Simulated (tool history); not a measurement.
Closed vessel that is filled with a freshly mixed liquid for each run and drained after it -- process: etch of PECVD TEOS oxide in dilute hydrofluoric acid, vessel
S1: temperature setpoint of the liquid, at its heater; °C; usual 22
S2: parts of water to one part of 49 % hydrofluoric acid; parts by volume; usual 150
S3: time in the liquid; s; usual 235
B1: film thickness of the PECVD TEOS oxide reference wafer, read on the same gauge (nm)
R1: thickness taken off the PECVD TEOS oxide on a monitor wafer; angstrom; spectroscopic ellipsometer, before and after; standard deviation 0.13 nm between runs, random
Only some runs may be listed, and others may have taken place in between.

run,hour,S1,S2,S3,B1,R1
1,0,22,150,235,140,168.7
2,46.1,19.5,150,325,140.03,209.2
3,139.7,22,150,235,140.03,168
4,196.4,22,150,235,140.01,168.6
5,234.8,22,150,235,139.97,171.2
6,320,22,125,310,139.98,278.1
7,368.4,22,150,235,140.02,173.6
8,449.5,26.5,150,280,140.06,242.9
9,550.9,22,120,320,140.05,286.9
10,603.9,18,130,295,139.98,205.9
11,696.3,22,90,105,139.99,131.4
12,768.7,20.5,190,190,139.96,97.5
13,805.6,18.5,170,235,139.99,127.2
14,847.9,18,95,305,139.99,308
15,885.9,22,150,235,140,170.3
16,1021.8,22,130,235,139.99,200.3
17,1061.2,22,150,235,140.03,169.5
18,1138,18.5,225,145,140.01,57
19,1207.8,22,195,370,140.02,195.3
20,1310.1,22,150,235,140,173.6
21,1367.4,22,80,235,140.03,352.9
22,1421.1,22,150,295,140.02,204.7
23,1503.2,27,150,235,140.02,195.9
24,1601.4,22,150,235,139.97,161.8
25,1692,25,130,130,140.02,119.9
26,1791.8,19.5,150,195,140.07,124.9
27,1856.1,23.5,150,235,140,175.6
28,1952.5,27,150,130,140.01,111.7
29,2049.2,17,120,190,139.98,144.8
30,2153.9,22,150,235,139.97,168.3
31,2257.4,18,185,180,139.98,83.1
32,2341.8,22,150,235,139.98,161.9

Put back what was entered between runs (5 entries, withheld): which listed runs does each sit between, and how does the hidden state differ from the listed run before to the listed run after?
After run 2, before run 3: gauge calibrated (hour 100.6)
  liquid hotter than its thermometer reads (K): 1.06 -> 1.24
  what was measured, less what the result would be without the hidden state, R1: +8.7 -> +7.9 angstrom
After run 8, before run 9: thermometer replaced (hour 458)
  liquid hotter than its thermometer reads (K): 1.85 -> 0.425
  what was measured, less what the result would be without the hidden state, R1: +16 -> +4.7 angstrom
After run 9, before run 10: hydrofluoric acid flow meter replaced (hour 557.1)
  liquid hotter than its thermometer reads (K): 0.425 -> 0.528
  what was measured, less what the result would be without the hidden state, R1: +4.7 -> +4.5 angstrom
After run 21, before run 22: thermometer replaced (hour 1392.5)
  liquid hotter than its thermometer reads (K): 2.02 -> 0.192
  what was measured, less what the result would be without the hidden state, R1: +27.7 -> +1.5 angstrom
After run 30, before run 31: thermometer replaced (hour 2230.6)
  liquid hotter than its thermometer reads (K): 1.63 -> 0.118
  what was measured, less what the result would be without the hidden state, R1: +10.2 -> +0.4 angstrom

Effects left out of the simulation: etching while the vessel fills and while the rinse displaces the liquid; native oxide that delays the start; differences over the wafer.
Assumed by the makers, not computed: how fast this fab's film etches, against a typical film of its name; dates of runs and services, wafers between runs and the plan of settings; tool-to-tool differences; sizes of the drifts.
